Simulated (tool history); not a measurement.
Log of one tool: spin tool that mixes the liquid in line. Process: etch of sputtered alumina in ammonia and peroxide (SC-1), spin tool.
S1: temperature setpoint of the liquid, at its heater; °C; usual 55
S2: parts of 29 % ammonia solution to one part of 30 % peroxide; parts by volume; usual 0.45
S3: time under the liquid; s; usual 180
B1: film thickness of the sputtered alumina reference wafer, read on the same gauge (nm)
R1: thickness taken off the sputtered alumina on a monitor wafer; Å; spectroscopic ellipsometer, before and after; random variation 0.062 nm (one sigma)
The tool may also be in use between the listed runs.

run	hour	S1	S2	S3	B1	R1
1	0	55	0.45	180	79.98	81.9
2	11.1	55	0.45	180	79.97	80.8
3	27	55	0.35	180	79.97	79.3
4	44.2	55	0.35	180	79.98	78.8
5	56.1	55	0.35	180	79.98	78.9
6	71.7	55	0.55	180	79.95	82.1
# hour 84.7: gauge calibrated
7	85.6	55	0.6	110	79.97	50.9
8	102.5	55	0.45	180	79.97	80.7
9	112.2	55	0.45	180	79.99	79.9
# hour 117.8: thermometer replaced
10	122.6	55	0.45	180	80.02	81.8
11	133.2	55	0.45	70	80.02	30.9
# hour 152: new drum of ammonia solution connected
# hour 153.2: heated supply line repaired
12	153.7	60.5	0.4	230	79.99	167.9
13	159.6	55	0.45	180	80	100.6
14	177.1	50.5	0.35	120	80.03	50.4
15	189	64.5	0.45	180	80.01	159.4
16	204.8	60.5	0.4	230	80.01	166.5
# hour 221.4: ammonia flow meter replaced
17	222.4	55	0.45	180	79.97	98.9
18	257.6	51	0.45	180	79.99	78.5
19	274.4	55	0.35	115	80	61.1
20	286.8	55	0.45	180	80.05	99.3
21	293.7	48	0.3	180	80.03	63.7
22	311.2	55	0.45	180	80.03	98.1
23	328.2	59	0.45	180	79.99	119
24	340.1	55	0.5	120	80.01	65.6

Forecast each of these 5 alternatives for the next run:
A	340.6	55	0.65	180	?	?
B	340.6	55	0.45	280	?	?
C	340.6	64	0.45	180	?	?
D	340.6	45.5	0.35	110	?	?
E	340.6	57.5	0.45	100	?	?

run	B1	R1
A	79.98	101.6
B	79.98	152.6
C	79.98	156.2
D	79.98	34.7
E	79.98	62.2
Without the tool's hidden state the same runs would have given:
run	R1
A	103.7
B	155.7
C	159.2
D	35.4
E	63.4
